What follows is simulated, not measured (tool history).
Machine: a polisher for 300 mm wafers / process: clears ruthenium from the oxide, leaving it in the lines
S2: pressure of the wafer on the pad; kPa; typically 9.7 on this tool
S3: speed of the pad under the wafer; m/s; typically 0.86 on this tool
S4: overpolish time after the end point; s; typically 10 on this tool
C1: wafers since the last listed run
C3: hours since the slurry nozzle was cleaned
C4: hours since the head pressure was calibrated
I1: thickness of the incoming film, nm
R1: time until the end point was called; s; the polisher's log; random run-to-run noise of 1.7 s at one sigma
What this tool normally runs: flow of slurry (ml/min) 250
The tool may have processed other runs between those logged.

{"run": 1, "hour": 0.0, "flow of slurry (ml/min)": 250, "S2": 9.7, "S3": 0.86, "S4": 10, "C1": 0, "wafers polished on this pad": 574, "C3": 129.3, "C4": 652.7, "I1": 68.6, "R1": 110.6}
{"run": 2, "hour": 23.8, "flow of slurry (ml/min)": 250, "S2": 9.7, "S3": 0.86, "S4": 10, "C1": 158, "wafers polished on this pad": 732, "C3": 153.1, "C4": 676.5, "I1": 70.9, "R1": 117.4}
{"run": 3, "hour": 44.1, "flow of slurry (ml/min)": 250, "S2": 7.6, "S3": 0.86, "S4": 14, "C1": 135, "wafers polished on this pad": 868, "C3": 173.4, "C4": 696.8, "I1": 70.1, "R1": 143.7}
{"run": 4, "hour": 61.6, "flow of slurry (ml/min)": 250, "S2": 9.7, "S3": 0.86, "S4": 10, "C1": 116, "wafers polished on this pad": 984, "C3": 190.9, "C4": 714.3, "I1": 70.1, "R1": 110.1}
{"hour": 105.7, "done": "worn pad replaced by a new one"}
{"run": 5, "hour": 134.4, "flow of slurry (ml/min)": 250, "S2": 9.7, "S3": 0.86, "S4": 10, "C1": 458, "wafers polished on this pad": 191, "C3": 263.7, "C4": 787.1, "I1": 70.7, "R1": 112.7}
{"run": 6, "hour": 147.6, "flow of slurry (ml/min)": 250, "S2": 9.7, "S3": 0.86, "S4": 10, "C1": 88, "wafers polished on this pad": 279, "C3": 276.9, "C4": 800.3, "I1": 70.3, "R1": 114.4}
{"run": 7, "hour": 160.5, "flow of slurry (ml/min)": 250, "S2": 9.7, "S3": 0.86, "S4": 10, "C1": 86, "wafers polished on this pad": 365, "C3": 289.8, "C4": 813.2, "I1": 69.6, "R1": 115.3}
{"run": 8, "hour": 186.6, "flow of slurry (ml/min)": 250, "S2": 9.7, "S3": 0.92, "S4": 10, "C1": 174, "wafers polished on this pad": 539, "C3": 315.9, "C4": 839.3, "I1": 70.4, "R1": 109.7}
{"run": 9, "hour": 208.8, "flow of slurry (ml/min)": 250, "S2": 9.7, "S3": 0.92, "S4": 10, "C1": 148, "wafers polished on this pad": 687, "C3": 338.1, "C4": 861.5, "I1": 70.1, "R1": 106.7}
{"run": 10, "hour": 243.9, "flow of slurry (ml/min)": 250, "S2": 9.7, "S3": 0.92, "S4": 10, "C1": 234, "wafers polished on this pad": 921, "C3": 373.2, "C4": 896.6, "I1": 70.6, "R1": 107.9}
{"run": 11, "hour": 276.5, "flow of slurry (ml/min)": 250, "S2": 9.7, "S3": 0.86, "S4": 10, "C1": 217, "wafers polished on this pad": 1139, "C3": 405.8, "C4": 929.2, "I1": 71.5, "R1": 115.0}
{"hour": 295.0, "done": "head pressure recalibrated"}
{"hour": 300.1, "done": "worn pad replaced by a new one"}
{"run": 12, "hour": 304.8, "flow of slurry (ml/min)": 250, "S2": 8.3, "S3": 0.94, "S4": 10, "C1": 148, "wafers polished on this pad": 31, "C3": 434.1, "C4": 9.8, "I1": 70.7, "R1": 128.7}
{"run": 13, "hour": 319.0, "flow of slurry (ml/min)": 250, "S2": 8.3, "S3": 0.94, "S4": 10, "C1": 94, "wafers polished on this pad": 125, "C3": 448.3, "C4": 24.0, "I1": 70.3, "R1": 121.0}
{"run": 14, "hour": 347.3, "flow of slurry (ml/min)": 250, "S2": 8.3, "S3": 0.94, "S4": 10, "C1": 188, "wafers polished on this pad": 314, "C3": 476.6, "C4": 52.3, "I1": 70.0, "R1": 123.6}
{"run": 15, "hour": 362.9, "flow of slurry (ml/min)": 250, "S2": 9.7, "S3": 0.86, "S4": 10, "C1": 104, "wafers polished on this pad": 418, "C3": 492.2, "C4": 67.9, "I1": 69.0, "R1": 112.8}
{"run": 16, "hour": 385.8, "flow of slurry (ml/min)": 250, "S2": 9.7, "S3": 0.86, "S4": 10, "C1": 152, "wafers polished on this pad": 571, "C3": 515.1, "C4": 90.8, "I1": 70.1, "R1": 114.5}
{"run": 17, "hour": 408.8, "flow of slurry (ml/min)": 250, "S2": 9.7, "S3": 0.86, "S4": 10, "C1": 153, "wafers polished on this pad": 724, "C3": 538.1, "C4": 113.8, "I1": 69.9, "R1": 114.1}
{"run": 18, "hour": 429.9, "flow of slurry (ml/min)": 330, "S2": 9.7, "S3": 0.86, "S4": 10, "C1": 140, "wafers polished on this pad": 865, "C3": 559.2, "C4": 134.9, "I1": 69.6, "R1": 108.3}
{"run": 19, "hour": 464.5, "flow of slurry (ml/min)": 250, "S2": 6.2, "S3": 0.64, "S4": 10, "C1": 230, "wafers polished on this pad": 1096, "C3": 593.8, "C4": 169.5, "I1": 70.6, "R1": 228.5}
{"hour": 467.6, "done": "slurry nozzle cleaned"}
{"run": 20, "hour": 492.4, "flow of slurry (ml/min)": 250, "S2": 12.4, "S3": 0.68, "S4": 10, "C1": 179, "wafers polished on this pad": 1275, "C3": 24.8, "C4": 197.4, "I1": 70.0, "R1": 110.1}
{"run": 21, "hour": 516.2, "flow of slurry (ml/min)": 250, "S2": 11.7, "S3": 0.86, "S4": 4, "C1": 158, "wafers polished on this pad": 1434, "C3": 48.6, "C4": 221.2, "I1": 69.2, "R1": 96.7}
{"hour": 542.6, "done": "worn pad replaced by a new one"}
{"run": 22, "hour": 543.0, "flow of slurry (ml/min)": 250, "S2": 9.7, "S3": 0.86, "S4": 10, "C1": 152, "wafers polished on this pad": 2, "C3": 75.4, "C4": 248.0, "I1": 70.8, "R1": 124.2}
{"run": 23, "hour": 568.1, "flow of slurry (ml/min)": 250, "S2": 9.7, "S3": 0.86, "S4": 10, "C1": 167, "wafers polished on this pad": 170, "C3": 100.5, "C4": 273.1, "I1": 70.5, "R1": 120.2}
{"run": 24, "hour": 592.8, "flow of slurry (ml/min)": 170, "S2": 13.1, "S3": 0.62, "S4": 14, "C1": 164, "wafers polished on this pad": 334, "C3": 125.2, "C4": 297.8, "I1": 69.2, "R1": 125.3}
{"run": 25, "hour": 618.2, "flow of slurry (ml/min)": 250, "S2": 9.7, "S3": 0.86, "S4": 10, "C1": 169, "wafers polished on this pad": 504, "C3": 150.6, "C4": 323.2, "I1": 70.4, "R1": 126.2}
{"run": 26, "hour": 647.8, "flow of slurry (ml/min)": 250, "S2": 9.7, "S3": 0.86, "S4": 10, "C1": 197, "wafers polished on this pad": 701, "C3": 180.2, "C4": 352.8, "I1": 70.1, "R1": 125.5}
{"run": 27, "hour": 677.4, "flow of slurry (ml/min)": 325, "S2": 9.7, "S3": 0.86, "S4": 10, "C1": 197, "wafers polished on this pad": 899, "C3": 209.8, "C4": 382.4, "I1": 70.6, "R1": 122.4}
{"hour": 702.8, "done": "slurry nozzle cleaned, repeated, since the last time left the tool worse"}
{"run": 28, "hour": 711.0, "flow of slurry (ml/min)": 250, "S2": 9.7, "S3": 0.86, "S4": 16, "C1": 217, "wafers polished on this pad": 1116, "C3": 8.2, "C4": 416.0, "I1": 69.7, "R1": 112.9}
{"run": 29, "hour": 724.6, "flow of slurry (ml/min)": 250, "S2": 9.7, "S3": 0.56, "S4": 10, "C1": 90, "wafers polished on this pad": 1207, "C3": 21.8, "C4": 429.6, "I1": 69.6, "R1": 152.5}
{"run": 30, "hour": 751.8, "flow of slurry (ml/min)": 250, "S2": 9.7, "S3": 0.92, "S4": 10, "C1": 181, "wafers polished on this pad": 1388, "C3": 49.0, "C4": 456.8, "I1": 69.1, "R1": 104.1}
{"hour": 755.8, "done": "worn pad replaced by a new one"}
{"run": 31, "hour": 779.5, "flow of slurry (ml/min)": 250, "S2": 9.7, "S3": 0.86, "S4": 10, "C1": 158, "wafers polished on this pad": 158, "C3": 76.7, "C4": 484.5, "I1": 69.6, "R1": 109.1}
{"run": 32, "hour": 791.9, "flow of slurry (ml/min)": 250, "S2": 9.7, "S3": 0.72, "S4": 10, "C1": 82, "wafers polished on this pad": 240, "C3": 89.1, "C4": 496.9, "I1": 70.4, "R1": 127.0}
{"run": 33, "hour": 814.5, "flow of slurry (ml/min)": 250, "S2": 9.7, "S3": 0.64, "S4": 7, "C1": 150, "wafers polished on this pad": 391, "C3": 111.7, "C4": 519.5, "I1": 69.3, "R1": 141.2}
{"run": 34, "hour": 843.2, "flow of slurry (ml/min)": 250, "S2": 11.7, "S3": 0.86, "S4": 10, "C1": 191, "wafers polished on this pad": 583, "C3": 140.4, "C4": 548.2, "I1": 70.8, "R1": 94.3}
{"run": 35, "hour": 876.0, "flow of slurry (ml/min)": 175, "S2": 8.3, "S3": 1.1, "S4": 8, "C1": 218, "wafers polished on this pad": 801, "C3": 173.2, "C4": 581.0, "I1": 70.1, "R1": 111.7}
{"run": 36, "hour": 897.2, "flow of slurry (ml/min)": 175, "S2": 9.7, "S3": 0.86, "S4": 6, "C1": 141, "wafers polished on this pad": 943, "C3": 194.4, "C4": 602.2, "I1": 71.5, "R1": 121.2}
{"run": 37, "hour": 922.1, "flow of slurry (ml/min)": 250, "S2": 9.7, "S3": 0.86, "S4": 10, "C1": 166, "wafers polished on this pad": 1109, "C3": 219.3, "C4": 627.1, "I1": 70.2, "R1": 110.1}
{"run": 38, "hour": 939.5, "flow of slurry (ml/min)": 250, "S2": 9.7, "S3": 0.86, "S4": 10, "C1": 116, "wafers polished on this pad": 1225, "C3": 236.7, "C4": 644.5, "I1": 69.2, "R1": 110.8}

How the hidden state differs across the entries between the runs, from the last listed run before each to the first after it:
In the gap between runs 4 and 5: worn pad replaced by a new one (hour 105.7)
  slurry flow missing at the pad, %: 15.3 -> 17.8
  measured minus no-state result, R1: +2.3 -> +2.7 s
In the gap between runs 11 and 12: head pressure recalibrated (hour 295.0); worn pad replaced by a new one (hour 300.1)
  slurry flow missing at the pad, %: 20.8 -> 21.2
  measured minus no-state result, R1: +3.5 -> +4.0 s
In the gap between runs 19 and 20: slurry nozzle cleaned (hour 467.6)
  slurry flow missing at the pad, %: 22.6 -> 39.7
  measured minus no-state result, R1: +7.6 -> +8.1 s
In the gap between runs 21 and 22: worn pad replaced by a new one (hour 542.6)
  slurry flow missing at the pad, %: 41.8 -> 43.9
  measured minus no-state result, R1: +7.9 -> +10.9 s
In the gap between runs 27 and 28: slurry nozzle cleaned, repeated, since the last time left the tool worse (hour 702.8)
  slurry flow missing at the pad, %: 51.1 -> 1.15
  measured minus no-state result, R1: +11.2 -> +0.1 s
In the gap between runs 30 and 31: worn pad replaced by a new one (hour 755.8)
  slurry flow missing at the pad, %: 4.93 -> 7.09
  measured minus no-state result, R1: +0.7 -> +0.9 s
